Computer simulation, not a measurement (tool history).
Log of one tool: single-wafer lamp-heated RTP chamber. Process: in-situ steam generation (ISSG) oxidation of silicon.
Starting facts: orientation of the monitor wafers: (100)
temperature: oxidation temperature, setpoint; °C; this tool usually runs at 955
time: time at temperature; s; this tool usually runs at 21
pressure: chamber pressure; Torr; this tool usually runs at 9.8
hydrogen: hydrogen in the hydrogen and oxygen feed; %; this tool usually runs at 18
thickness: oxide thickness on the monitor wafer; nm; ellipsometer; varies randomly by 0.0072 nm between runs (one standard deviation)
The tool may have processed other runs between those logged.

run   hour  temperature  time  pressure  hydrogen  wafers since the last listed run  wafers since the last pyrometer calibration  hours since the pressure gauge was zeroed  hours since the hydrogen flow controller was replaced  hours since the gauge calibration  read-back reference wafer on the same gauge, thickness  thickness
  1      0          955    21      10.2        18                                 0                                         5875                                     1710.5                                                 5731.5                                 27                                                   3.679      4.549
  2   15.9          955    21       9.8        18                                88                                         5963                                     1726.4                                                 5747.4                               42.9                                                   3.677      4.578
  3   22.3          939    21      10.2        18                                35                                         5999                                     1732.8                                                 5753.8                               49.3                                                    3.68      4.327
  4   36.6          939    21      10.2        18                                79                                         6078                                     1747.1                                                 5768.1                               63.6                                                   3.678      4.331
  5   43.1          939    21      10.2        18                                36                                         6114                                     1753.6                                                 5774.6                               70.1                                                   3.678      4.323
  6     53          955    21       9.8        18                                55                                         6169                                     1763.5                                                 5784.5                                 80                                                   3.681       4.59
  7   69.5          955    21       9.8        18                                91                                         6261                                       1780                                                   5801                               96.5                                                   3.682      4.596
  8   85.3          955    21       9.8        18                                87                                         6349                                     1795.8                                                 5816.8                              112.3                                                   3.681      4.581
  9   98.3          955    21       9.8        18                                72                                         6421                                     1808.8                                                 5829.8                              125.3                                                   3.679      4.581
 10  107.2          955    21       9.8        18                                49                                         6471                                     1817.7                                                 5838.7                              134.2                                                   3.678      4.607
 11  123.9          955    21       9.8        18                                92                                         6563                                     1834.4                                                 5855.4                              150.9                                                   3.681      4.603
     137.9  -- gauge calibrated
     139.7  -- hydrogen flow controller replaced
 12  140.2          955    21       9.8        18                                46                                         6609                                     1850.7                                                    0.5                                2.3                                                   3.678      4.594
 13  146.9          955    15       9.8        18                                37                                         6647                                     1857.4                                                    7.2                                  9                                                   3.681      3.993
 14  160.9          955    15       9.8        18                                77                                         6725                                     1871.4                                                   21.2                                 23                                                   3.679          4
 15  170.7          955    15       9.8        18                                54                                         6779                                     1881.2                                                     31                               32.8                                                   3.677      3.999
 16  183.6          955    21       9.8        18                                71                                         6851                                     1894.1                                                   43.9                               45.7                                                    3.68      4.608
     195.6  -- pressure gauge zeroed
 17  196.1          955    17      10.2        18                                25                                         6876                                        0.5                                                   56.4                               58.2                                                   3.681      4.189
 18  200.5          955    21       9.2        18                                24                                         6900                                        4.9                                                   60.8                               62.6                                                   3.679      4.658
 19  218.1          946    16       9.8        18                                97                                         6998                                       22.5                                                   78.4                               80.2                                                    3.68      4.011
 20  231.2          955    21       9.8        18                                72                                         7071                                       35.6                                                   91.5                               93.3                                                   3.682      4.618
 21  242.1          971    17      10.2        24                                60                                         7131                                       46.5                                                  102.4                              104.2                                                   3.678       4.72
     254.7  -- pyrometer window cleaned and pyrometer calibrated
 22  255.2          971    23      10.2        13                                28                                            2                                       59.6                                                  115.5                              117.3                                                   3.679      4.547
 23  257.4          945    21       9.8        24                                12                                           14                                       61.8                                                  117.7                              119.5                                                   3.678      4.599
 24  265.8          955    21       9.8        18                                46                                           61                                       70.2                                                  126.1                              127.9                                                   3.679      4.458
 25  272.5          939    21      10.2        18                                37                                           98                                       76.9                                                  132.8                              134.6                                                    3.68      4.223
 26  278.9          955    24       9.8        18                                35                                          134                                       83.3                                                  139.2                                141                                                   3.679      4.722
 27  286.2          955    21       9.8        18                                40                                          174                                       90.6                                                  146.5                              148.3                                                   3.681      4.446
       297  -- gauge calibrated
 28    303          955    21       9.8        18                                93                                          268                                      107.4                                                  163.3                                  6                                                    3.68      4.455
 29  311.7          944    25      10.2        24                                48                                          316                                      116.1                                                    172                               14.7                                                    3.68      4.894
 30  321.8          962    18      10.2        18                                56                                          372                                      126.2                                                  182.1                               24.8                                                   3.681      4.247

What differs in the tool's unlogged condition from the final listed run ahead of each entry between runs to the first listed run following it?
Between runs 11 and 12: gauge calibrated (hour 137.9); hydrogen flow controller replaced (hour 139.7)
  true wafer temperature minus pyrometer reading, K: 10.5 -> 10.7
  measured less the result without the state, thickness: +0.153 -> +0.156 nm
Between runs 16 and 17: pressure gauge zeroed (hour 195.6)
  true wafer temperature minus pyrometer reading, K: 11.4 -> 11.6
  measured less the result without the state, thickness: +0.166 -> +0.143 nm
Between runs 21 and 22: pyrometer window cleaned and pyrometer calibrated (hour 254.7)
  true wafer temperature minus pyrometer reading, K: 12.3 -> 0.565
  measured less the result without the state, thickness: +0.19 -> +0.009 nm
Between runs 27 and 28: gauge calibrated (hour 297)
  true wafer temperature minus pyrometer reading, K: 0.571 -> 0.579
  measured less the result without the state, thickness: +0.008 -> +0.008 nm

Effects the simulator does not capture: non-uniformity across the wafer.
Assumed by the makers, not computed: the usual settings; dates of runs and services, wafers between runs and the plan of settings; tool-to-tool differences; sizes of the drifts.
